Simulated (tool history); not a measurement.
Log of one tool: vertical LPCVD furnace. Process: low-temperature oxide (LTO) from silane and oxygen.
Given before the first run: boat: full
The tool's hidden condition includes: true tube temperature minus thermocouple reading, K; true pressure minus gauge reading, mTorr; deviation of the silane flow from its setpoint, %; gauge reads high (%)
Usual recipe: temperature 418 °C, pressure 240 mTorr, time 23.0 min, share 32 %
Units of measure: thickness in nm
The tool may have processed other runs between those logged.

| run | day | temperature | pressure | time | share | wafers since the last listed run | hours since the last temperature calibration | hours since the pressure gauge was zeroed | hours since the silane flow controller was replaced | hours since the gauge calibration | read-back reference wafer on the same gauge, thickness | thickness |
|---|---|---|---|---|---|---|---|---|---|---|---|---|
| 1 | 0.000 | 418 | 240 | 23.0 | 32 | 0 | 2972.5 | 2993.6 | 3936.4 | 25.6 | 204.97 | 235.08 |
| 2 | 1.429 | 418 | 240 | 23.0 | 32 | 807 | 3006.8 | 3027.9 | 3970.7 | 59.9 | 205.07 | 234.81 |
| 3 | 2.438 | 418 | 240 | 23.0 | 32 | 569 | 3031.0 | 3052.1 | 3994.9 | 84.1 | 205.04 | 235.57 |
| 4 | 3.588 | 422 | 240 | 23.0 | 32 | 649 | 3058.6 | 3079.7 | 4022.5 | 111.7 | 204.97 | 245.43 |
| 5 | 4.179 | 422 | 240 | 23.0 | 32 | 334 | 3072.8 | 3093.9 | 4036.7 | 125.9 | 204.97 | 245.21 |
| 6 | 4.679 | 422 | 240 | 23.0 | 32 | 282 | 3084.8 | 3105.9 | 4048.7 | 137.9 | 204.98 | 245.25 |
| 7 | 5.879 | 418 | 240 | 23.0 | 32 | 678 | 3113.6 | 3134.7 | 4077.5 | 166.7 | 205.10 | 234.53 |
|  | 7.917 | thermocouples replaced and temperature profile calibrated |
| 8 | 7.938 | 418 | 240 | 23.0 | 32 | 598 | 0.5 | 3184.1 | 4126.9 | 216.1 | 204.95 | 236.04 |
|  | 8.396 | gauge calibrated |
|  | 9.329 | pressure gauge zeroed |
| 9 | 9.342 | 418 | 240 | 31.5 | 37 | 228 | 34.2 | 0.3 | 4160.6 | 22.7 | 205.05 | 385.63 |
|  | 10.733 | silane flow controller replaced |
| 10 | 10.754 | 418 | 240 | 23.0 | 26 | 233 | 68.1 | 34.2 | 0.5 | 56.6 | 205.06 | 152.33 |
| 11 | 12.021 | 406 | 285 | 17.0 | 38 | 715 | 98.5 | 64.6 | 30.9 | 87.0 | 205.05 | 203.35 |
| 12 | 12.729 | 418 | 240 | 23.0 | 32 | 400 | 115.5 | 81.6 | 47.9 | 104.0 | 205.02 | 209.09 |
|  | 14.883 | silane flow controller replaced, repeated, since the last time left the tool worse |
| 13 | 14.904 | 423 | 240 | 23.0 | 32 | 664 | 167.7 | 133.8 | 0.5 | 156.2 | 205.04 | 236.69 |
| 14 | 15.050 | 430 | 240 | 23.0 | 32 | 82 | 171.2 | 137.3 | 4.0 | 159.7 | 204.93 | 255.17 |
| 15 | 16.317 | 418 | 200 | 14.0 | 32 | 715 | 201.6 | 167.7 | 34.4 | 190.1 | 204.94 | 113.93 |
|  | 18.021 | gauge calibrated |
| 16 | 18.804 | 418 | 240 | 23.0 | 32 | 1405 | 261.3 | 227.4 | 94.1 | 18.8 | 205.00 | 225.65 |

5 options for the next run, each taken on its own from the tool as it stands now. Forecast them:
| A | 18.954 | 418 | 240 | 23.0 | 37 | 84 | 264.9 | 231.0 | 97.7 | 22.4 | ? | ? |
| B | 18.954 | 418 | 240 | 23.0 | 34 | 84 | 264.9 | 231.0 | 97.7 | 22.4 | ? | ? |
| C | 18.954 | 413 | 240 | 26.0 | 32 | 84 | 264.9 | 231.0 | 97.7 | 22.4 | ? | ? |
| D | 18.954 | 425 | 210 | 23.0 | 27 | 84 | 264.9 | 231.0 | 97.7 | 22.4 | ? | ? |
| E | 18.954 | 410 | 240 | 32.0 | 37 | 84 | 264.9 | 231.0 | 97.7 | 22.4 | ? | ? |

| run | read-back reference wafer on the same gauge, thickness | thickness |
|---|---|---|
| A | 205.04 | 271.91 |
| B | 205.04 | 244.28 |
| C | 205.04 | 240.96 |
| D | 205.04 | 167.29 |
| E | 205.04 | 347.30 |
Without the tool's unlogged condition, the same runs would have read:
| run | thickness |
|---|---|
| A | 271.86 |
| B | 244.23 |
| C | 240.90 |
| D | 167.24 |
| E | 347.23 |
